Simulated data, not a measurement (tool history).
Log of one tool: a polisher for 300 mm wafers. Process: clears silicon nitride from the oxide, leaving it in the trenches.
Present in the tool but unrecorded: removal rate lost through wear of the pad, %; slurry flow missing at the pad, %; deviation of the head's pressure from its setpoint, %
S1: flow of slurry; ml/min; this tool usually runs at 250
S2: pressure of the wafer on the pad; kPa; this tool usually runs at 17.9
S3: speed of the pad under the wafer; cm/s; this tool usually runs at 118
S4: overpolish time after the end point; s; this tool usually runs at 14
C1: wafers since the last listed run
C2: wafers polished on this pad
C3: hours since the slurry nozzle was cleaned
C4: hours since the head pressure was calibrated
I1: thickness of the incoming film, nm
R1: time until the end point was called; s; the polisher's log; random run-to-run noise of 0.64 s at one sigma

run   hour   S1    S2   S3  S4   C1    C2     C3      C4    I1     R1
  1    0.0  270  17.9  118  14    0    94  215.7  1273.3  79.5   67.3
  2   12.3  270  17.9  118  14  150   245  228.0  1285.6  78.6   68.6
  3   24.9  250  17.9  118  14  154   399  240.6  1298.2  79.8   71.6
  4   35.6  250  17.9  118  14  130   530  251.3  1308.9  80.0   71.8
  5   41.6  250  17.9  136  14   73   603  257.3  1314.9  80.8   63.7
  6   58.8  250  17.9  102  14  210   814  274.5  1332.1  81.0   87.1
  7   66.4  250  17.9  102  14   93   907  282.1  1339.7  80.1   86.8
  8   79.4  250  17.9  102  14  159  1066  295.1  1352.7  81.0   88.4
  9   94.0  250  17.9  118  14  178  1245  309.7  1367.3  81.1   77.5
     103.3  -- worn pad replaced by a new one
 10  110.2  250  17.9  118  14  149    84  325.9  1383.5  78.5   69.7
 11  119.2  250  17.9  118  14  110   194  334.9  1392.5  80.8   74.4
 12  135.5  250  17.9  118  10  199   393  351.2  1408.8  80.3   76.4
 13  141.5  250  17.9  118  10   73   467  357.2  1414.8  80.3   76.1
 14  184.1  250  17.9  118  10  521   988  399.8  1457.4  81.3   84.2
 15  192.8  250  14.5  118  14  106  1095  408.5  1466.1  79.0  103.0
     196.6  -- slurry nozzle cleaned
     218.4  -- worn pad replaced by a new one
     220.4  -- head pressure recalibrated
 16  227.5  250  14.5  118  14  339    86   30.9     7.1  79.3   82.9
 17  236.0  250  22.1  118  14  104   190   39.4    15.6  80.5   56.5
 18  250.7  250  22.1  118  14  179   370   54.1    30.3  79.7   57.5
 19  261.9  335  13.8  142  14  137   507   65.3    41.5  81.2   76.7
 20  273.3  325  17.9  118  14  139   647   76.7    52.9  80.5   71.8
 21  284.6  305  15.2  118  19  138   785   88.0    64.2  80.0   83.4
 22  301.7  335  23.4   84  14  209   995  105.1    81.3  78.6   73.1
 23  316.2  250  17.9  118  14  177  1172  119.6    95.8  79.1   73.6
     323.4  -- worn pad replaced by a new one
 24  326.3  250  17.9  118  14   74    35  129.7   105.9  80.7   67.6
 25  341.0  250  17.9  118  14  179   214  144.4   120.6  80.3   70.2
 26  355.2  250  17.9  118  11  173   388  158.6   134.8  80.3   71.1
 27  372.2  215  17.9  118   8  208   596  175.6   151.8  78.5   72.9
 28  389.0  250  17.9  118  14  205   802  192.4   168.6  80.3   74.2
 29  404.1  250  17.9   86  14  184   987  207.5   183.7  79.1   98.3
     420.6  -- worn pad replaced by a new one
 30  421.1  300  12.4  132  21  159     5  224.5   200.7  80.0   86.9
 31  431.3  250  17.9  136  14  124   130  234.7   210.9  79.1   60.2
 32  442.7  170  14.5  158  21  139   269  246.1   222.3  80.9   73.8
 33  451.9  250  17.9  118  14  112   382  255.3   231.5  80.6   74.3
 34  460.2  250  17.9  118  14  101   484  263.6   239.8  80.0   72.8
 35  466.8  165  12.4  136   8   80   564  270.2   246.4  78.7   99.7
 36  474.2  210  13.8  118  14   90   655  277.6   253.8  80.1   99.0
 37  491.4  250  15.2  104  11  210   865  294.8   271.0  80.8  104.0
 38  500.1  250  20.0  106  14  106   972  303.5   279.7  79.4   76.1

Alternative continuations, all from the tool just after run 38; predict every row:
  A  500.5  250  17.9  118  21   4  977  303.9  280.1  80.6   ?
  B  500.5  250  17.9  118  18   4  977  303.9  280.1  80.6   ?
  C  500.5  225  14.5  118  14   4  977  303.9  280.1  80.6   ?

run    R1
  A  77.1
  B  77.1
  C  97.2
Without the tool's hidden state the same runs would have given:
run    R1
  A  65.0
  B  65.0
  C  81.5

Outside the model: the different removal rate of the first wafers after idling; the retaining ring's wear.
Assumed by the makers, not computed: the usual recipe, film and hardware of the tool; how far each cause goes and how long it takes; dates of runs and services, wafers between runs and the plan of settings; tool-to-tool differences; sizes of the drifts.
